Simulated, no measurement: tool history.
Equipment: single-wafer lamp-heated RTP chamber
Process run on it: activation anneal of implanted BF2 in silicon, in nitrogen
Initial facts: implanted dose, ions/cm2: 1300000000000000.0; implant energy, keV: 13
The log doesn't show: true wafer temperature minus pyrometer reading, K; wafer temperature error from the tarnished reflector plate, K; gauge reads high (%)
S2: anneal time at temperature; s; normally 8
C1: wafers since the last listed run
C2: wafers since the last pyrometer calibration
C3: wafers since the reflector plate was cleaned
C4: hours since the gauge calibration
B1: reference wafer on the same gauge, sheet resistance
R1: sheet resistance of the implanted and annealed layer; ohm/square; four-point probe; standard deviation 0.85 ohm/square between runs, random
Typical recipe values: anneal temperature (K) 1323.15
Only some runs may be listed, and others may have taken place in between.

{"run": 1, "hour": 0.0, "anneal temperature (K)": 1323.15, "S2": 8, "C1": 0, "C2": 1257, "C3": 10252, "C4": 130.8, "B1": 191.06, "R1": 167.61}
{"run": 2, "hour": 8.9, "anneal temperature (K)": 1323.15, "S2": 8, "C1": 129, "C2": 1386, "C3": 10381, "C4": 139.7, "B1": 191.06, "R1": 166.45}
{"run": 3, "hour": 25.5, "anneal temperature (K)": 1323.15, "S2": 8, "C1": 241, "C2": 1628, "C3": 10623, "C4": 156.3, "B1": 191.13, "R1": 164.04}
{"run": 4, "hour": 36.4, "anneal temperature (K)": 1323.15, "S2": 8, "C1": 158, "C2": 1787, "C3": 10782, "C4": 167.2, "B1": 191.04, "R1": 164.81}
{"run": 5, "hour": 47.7, "anneal temperature (K)": 1323.15, "S2": 8, "C1": 164, "C2": 1951, "C3": 10946, "C4": 178.5, "B1": 191.32, "R1": 162.85}
{"run": 6, "hour": 61.3, "anneal temperature (K)": 1323.15, "S2": 8, "C1": 197, "C2": 2149, "C3": 11144, "C4": 192.1, "B1": 190.89, "R1": 162.29}
{"run": 7, "hour": 78.4, "anneal temperature (K)": 1302.15, "S2": 8, "C1": 248, "C2": 2398, "C3": 11393, "C4": 209.2, "B1": 191.19, "R1": 190.44}
{"hour": 80.3, "done": "gauge calibrated"}
{"run": 8, "hour": 88.6, "anneal temperature (K)": 1302.15, "S2": 8, "C1": 148, "C2": 2546, "C3": 11541, "C4": 8.3, "B1": 190.88, "R1": 190.67}
{"run": 9, "hour": 95.7, "anneal temperature (K)": 1302.15, "S2": 8, "C1": 103, "C2": 2649, "C3": 11645, "C4": 15.4, "B1": 191.1, "R1": 188.65}
{"hour": 113.8, "done": "reflector plate cleaned"}
{"run": 10, "hour": 114.3, "anneal temperature (K)": 1323.15, "S2": 8, "C1": 154, "C2": 2804, "C3": 6, "C4": 34.0, "B1": 191.06, "R1": 160.11}
{"run": 11, "hour": 116.4, "anneal temperature (K)": 1309.15, "S2": 8, "C1": 30, "C2": 2834, "C3": 37, "C4": 36.1, "B1": 191.17, "R1": 176.31}
{"run": 12, "hour": 123.9, "anneal temperature (K)": 1308.15, "S2": 4, "C1": 109, "C2": 2943, "C3": 146, "C4": 43.6, "B1": 190.75, "R1": 207.09}
{"hour": 156.1, "done": "pyrometer window cleaned and pyrometer calibrated"}
{"run": 13, "hour": 173.6, "anneal temperature (K)": 1323.15, "S2": 8, "C1": 606, "C2": 254, "C3": 753, "C4": 93.3, "B1": 190.92, "R1": 168.59}
{"run": 14, "hour": 188.3, "anneal temperature (K)": 1331.15, "S2": 9, "C1": 213, "C2": 468, "C3": 967, "C4": 108.0, "B1": 190.75, "R1": 153.98}
{"run": 15, "hour": 203.4, "anneal temperature (K)": 1346.15, "S2": 11, "C1": 219, "C2": 688, "C3": 1187, "C4": 123.1, "B1": 190.99, "R1": 138.21}
{"run": 16, "hour": 216.9, "anneal temperature (K)": 1346.15, "S2": 6, "C1": 196, "C2": 884, "C3": 1383, "C4": 136.6, "B1": 191.01, "R1": 154.37}
{"run": 17, "hour": 222.9, "anneal temperature (K)": 1323.15, "S2": 6, "C1": 87, "C2": 972, "C3": 1470, "C4": 142.6, "B1": 191.08, "R1": 180.2}
{"run": 18, "hour": 231.2, "anneal temperature (K)": 1336.15, "S2": 12, "C1": 120, "C2": 1093, "C3": 1591, "C4": 150.9, "B1": 191.3, "R1": 141.96}
{"run": 19, "hour": 238.7, "anneal temperature (K)": 1323.15, "S2": 8, "C1": 109, "C2": 1202, "C3": 1700, "C4": 158.4, "B1": 191.16, "R1": 167.33}
{"run": 20, "hour": 251.2, "anneal temperature (K)": 1312.15, "S2": 12, "C1": 181, "C2": 1384, "C3": 1882, "C4": 170.9, "B1": 190.94, "R1": 164.89}

Hidden state or all else? Some run-to-run changes of R1, split into what the settings, what came in and random variation would give without the hidden state, and what is left for the hidden state (with any gauge scatter that isn't in both results):
Run 6 -> 7: anneal temperature (K) 1323.15 -> 1302.15. R1 +28.15 ohm/square: hidden state -4.37, all else +32.52.
Run 12 -> 13: anneal temperature (K) 1308.15 -> 1323.15, S2 4 -> 8, pyrometer window cleaned and pyrometer calibrated. R1 -38.50 ohm/square: hidden state +12.29, all else -50.79.
Run 17 -> 18: anneal temperature (K) 1323.15 -> 1336.15, S2 6 -> 12. R1 -38.24 ohm/square: hidden state +0.54, all else -38.78.
